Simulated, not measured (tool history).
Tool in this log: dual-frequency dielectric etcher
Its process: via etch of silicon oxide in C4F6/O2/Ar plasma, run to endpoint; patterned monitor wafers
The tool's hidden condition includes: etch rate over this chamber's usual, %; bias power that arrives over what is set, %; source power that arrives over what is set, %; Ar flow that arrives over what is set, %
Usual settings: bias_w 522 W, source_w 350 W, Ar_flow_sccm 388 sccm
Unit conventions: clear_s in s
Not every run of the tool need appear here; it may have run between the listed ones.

run	hour	bias_w	source_w	Ar_flow_sccm	wafers since the last listed run	hours since the last wet clean	hours since the last bias power generator calibration	hours since the last source power generator calibration	hours since the last Ar flow controller change	hours since the last upper electrode change	incoming incoming film thickness, nm	clear_s
1	0	522	350	388	0	314	3566.4	2775.1	2755.7	1286.1	78.6	20.2
2	102.2	522	350	388	1759	416.2	3668.6	2877.3	2857.9	1388.3	78.5	20.2
3	149.1	522	350	388	807	463.1	3715.5	2924.2	2904.8	1435.2	78.4	20.7
4	241.9	522	350	388	1597	555.9	3808.3	3017	2997.6	1528	77.8	20.6
5	307	522	350	388	1120	621	3873.4	3082.1	3062.7	1593.1	79	20.7
# hour 331.9: wet clean of the chamber
6	399.7	522	350	388	1182	67.8	3966.1	3174.8	3155.4	1685.8	77.8	19.6
7	466.8	522	350	388	1155	134.9	4033.2	3241.9	3222.5	1752.9	79.7	20.4
# hour 525.8: Ar flow controller replaced
8	559.4	522	350	388	1491	227.5	4125.8	3334.5	33.6	1845.5	78.5	20.3
# hour 694.7: bias power generator calibrated
# hour 821.1: source power generator calibrated
9	856.1	442	350	388	4970	524.2	161.4	35	330.3	2142.2	78.7	21.5
# hour 964.2: wet clean of the chamber
10	964.7	522	350	355	1456	0.5	270	143.6	438.9	2250.8	78.6	19.7
11	1054.5	458	320	425	1546	90.3	359.8	233.4	528.7	2340.6	78	21.8
12	1100.2	596	350	439	786	136	405.5	279.1	574.4	2386.3	78.4	19.4
13	1205.3	522	350	388	1809	241.1	510.6	384.2	679.5	2491.4	78.1	20
# hour 1259: upper electrode replaced
14	1261.6	472	380	465	556	297.4	566.9	440.5	735.8	2.6	78.9	20.7
15	1328.5	561	400	307	1151	364.3	633.8	507.4	802.7	69.5	79.2	18.6
16	1378.8	522	410	388	866	414.6	684.1	557.7	853	119.8	78.9	19.1
17	1437.3	522	300	388	1007	473.1	742.6	616.2	911.5	178.3	78.9	22.2
# hour 1521.2: wet clean of the chamber
18	1521.7	596	350	439	1039	0.5	827	700.6	995.9	262.7	78.1	19.2
19	1590.5	650	290	305	1184	69.3	895.8	769.4	1064.7	331.5	78.9	20

What was the tool's hidden state at every run in the log?
bias power that arrives over what is set, %: 0 at every run
source power that arrives over what is set, %: 0 at every run
Ar flow that arrives over what is set, %: 0 at every run
H1: etch rate over this chamber's usual, %
run	H1
1	-2.43
2	-3.32
3	-3.72
4	-4.52
5	-5.09
6	-0.196
7	-0.776
8	-1.58
9	-4.14
10	-0.584
11	-1.36
12	-1.75
13	-2.66
14	-3.15
15	-3.73
16	-4.16
17	-4.67
18	-0.203
19	-0.798

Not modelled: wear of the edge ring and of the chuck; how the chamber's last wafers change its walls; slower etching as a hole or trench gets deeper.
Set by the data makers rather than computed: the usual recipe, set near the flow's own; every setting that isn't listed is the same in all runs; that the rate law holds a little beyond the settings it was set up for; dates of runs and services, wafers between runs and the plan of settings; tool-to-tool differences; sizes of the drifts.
